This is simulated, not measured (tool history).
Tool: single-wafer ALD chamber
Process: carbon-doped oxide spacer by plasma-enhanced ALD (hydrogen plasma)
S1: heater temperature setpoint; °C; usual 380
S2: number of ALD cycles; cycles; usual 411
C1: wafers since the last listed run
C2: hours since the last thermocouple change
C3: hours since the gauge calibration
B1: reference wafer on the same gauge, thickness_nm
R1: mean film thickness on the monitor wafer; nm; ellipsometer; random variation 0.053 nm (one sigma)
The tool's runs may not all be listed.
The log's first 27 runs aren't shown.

run	hour	S1	S2	C1	C2	C3	B1	R1
28	2163.5	380	474	80	1128.2	1061.9	19.050	24.392
29	2205.5	394	329	52	1170.2	1103.9	19.051	16.954
# hour 2250.9: thermocouple changed; heater temperature recalibrated
30	2252.5	394	335	49	1.6	1150.9	19.037	17.287
31	2289.0	380	411	45	38.1	1187.4	19.035	21.109
32	2375.9	373	381	109	125.0	1274.3	19.032	19.656
33	2433.2	380	411	72	182.3	1331.6	19.020	21.174
34	2478.1	384	381	56	227.2	1376.5	19.021	19.622
35	2526.0	380	411	60	275.1	1424.4	18.986	21.169
36	2601.5	393	411	94	350.6	1499.9	18.990	21.153
37	2648.7	380	411	59	397.8	1547.1	18.997	21.196
38	2747.3	380	362	124	496.4	1645.7	18.995	18.614
39	2804.7	394	333	72	553.8	1703.1	18.972	17.138
40	2863.2	367	388	73	612.3	1761.6	18.973	19.948
41	2941.5	384	389	98	690.6	1839.9	18.975	19.956
42	3156.6	374	362	270	905.7	2055.0	18.931	18.530
43	3231.5	380	490	94	980.6	2129.9	18.921	25.083
44	3292.9	387	411	77	1042.0	2191.3	18.936	20.928
45	3340.6	380	411	60	1089.7	2239.0	18.923	21.088

Forecast each of these 5 alternatives for the next run:
A	3341.6	380	411	1	1090.7	2240.0	?	?
B	3341.6	393	330	1	1090.7	2240.0	?	?
C	3341.6	380	472	1	1090.7	2240.0	?	?
D	3341.6	372	463	1	1090.7	2240.0	?	?
E	3341.6	368	347	1	1090.7	2240.0	?	?

run	B1	R1
A	18.926	21.081
B	18.926	16.926
C	18.926	24.210
D	18.926	23.748
E	18.926	17.798
Without the tool's hidden state the same runs would have given:
run	R1
A	21.387
B	17.172
C	24.562
D	24.093
E	18.057

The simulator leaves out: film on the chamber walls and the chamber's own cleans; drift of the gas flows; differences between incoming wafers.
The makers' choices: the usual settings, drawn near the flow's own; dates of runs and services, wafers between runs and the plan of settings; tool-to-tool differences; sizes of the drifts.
